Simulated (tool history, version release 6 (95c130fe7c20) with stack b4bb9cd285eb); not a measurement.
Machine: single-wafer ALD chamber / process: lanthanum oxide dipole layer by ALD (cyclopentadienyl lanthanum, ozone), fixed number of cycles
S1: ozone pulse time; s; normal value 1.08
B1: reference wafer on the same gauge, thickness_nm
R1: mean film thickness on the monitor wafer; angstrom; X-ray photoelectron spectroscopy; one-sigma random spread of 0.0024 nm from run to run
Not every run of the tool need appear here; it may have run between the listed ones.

run 1 hour=0.0 | S1=1.08 | B1=0.626 | R1=5.44
run 2 hour=12.8 | S1=1.08 | B1=0.627 | R1=5.48
run 3 hour=45.9 | S1=1.08 | B1=0.626 | R1=5.50
run 4 hour=62.4 | S1=1.08 | B1=0.628 | R1=5.49
run 5 hour=90.5 | S1=1.43 | B1=0.626 | R1=5.81
run 6 hour=121.3 | S1=1.43 | B1=0.627 | R1=5.80
run 7 hour=133.8 | S1=1.43 | B1=0.627 | R1=5.79
run 8 hour=164.7 | S1=1.28 | B1=0.627 | R1=5.63
run 9 hour=182.0 | S1=1.28 | B1=0.627 | R1=5.67
run 10 hour=211.5 | S1=1.08 | B1=0.627 | R1=5.50
run 11 hour=241.2 | S1=1.08 | B1=0.627 | R1=5.52
run 12 hour=262.3 | S1=0.97 | B1=0.627 | R1=5.34
run 13 hour=276.3 | S1=0.67 | B1=0.627 | R1=4.76
run 14 hour=291.8 | S1=0.93 | B1=0.627 | R1=5.32
run 15 hour=322.4 | S1=1.08 | B1=0.627 | R1=5.48
run 16 hour=353.9 | S1=1.08 | B1=0.627 | R1=5.53
run 17 hour=369.9 | S1=0.74 | B1=0.627 | R1=4.95
run 18 hour=403.7 | S1=1.08 | B1=0.627 | R1=5.48
run 19 hour=427.6 | S1=0.88 | B1=0.627 | R1=5.20
run 20 hour=441.3 | S1=0.86 | B1=0.627 | R1=5.18
run 21 hour=473.1 | S1=1.08 | B1=0.627 | R1=5.49
run 22 hour=502.1 | S1=1.08 | B1=0.627 | R1=5.44
run 23 hour=515.1 | S1=1.29 | B1=0.627 | R1=5.67
run 24 hour=539.3 | S1=0.71 | B1=0.627 | R1=4.85
run 25 hour=575.0 | S1=1.26 | B1=0.627 | R1=5.69
run 26 hour=667.8 | S1=0.77 | B1=0.627 | R1=5.01
run 27 hour=773.9 | S1=0.78 | B1=0.627 | R1=4.99
run 28 hour=807.4 | S1=1.30 | B1=0.627 | R1=5.70
run 29 hour=841.6 | S1=0.80 | B1=0.627 | R1=5.08
run 30 hour=892.0 | S1=1.08 | B1=0.627 | R1=5.48
run 31 hour=963.8 | S1=0.83 | B1=0.627 | R1=5.11
run 32 hour=998.0 | S1=1.36 | B1=0.626 | R1=5.77
run 33 hour=1018.6 | S1=0.94 | B1=0.627 | R1=5.31
run 34 hour=1052.6 | S1=1.42 | B1=0.627 | R1=5.81

The log once held 4 entries between its listed runs, left out of this copy. Where does each go, and what is different about the tool's unlogged condition between the listed run before it and the listed run after it?
After run 7, before run 8: showerhead replaced (hour 164.2)
  no hidden state differs between the two runs
After run 15, before run 16: thermocouple changed; heater temperature recalibrated (hour 341.0)
  no hidden state differs between the two runs
After run 23, before run 24: ozone generator serviced (hour 527.5)
  no hidden state differs between the two runs
After run 26, before run 27: gauge calibrated (hour 740.3)
  no hidden state differs between the two runs

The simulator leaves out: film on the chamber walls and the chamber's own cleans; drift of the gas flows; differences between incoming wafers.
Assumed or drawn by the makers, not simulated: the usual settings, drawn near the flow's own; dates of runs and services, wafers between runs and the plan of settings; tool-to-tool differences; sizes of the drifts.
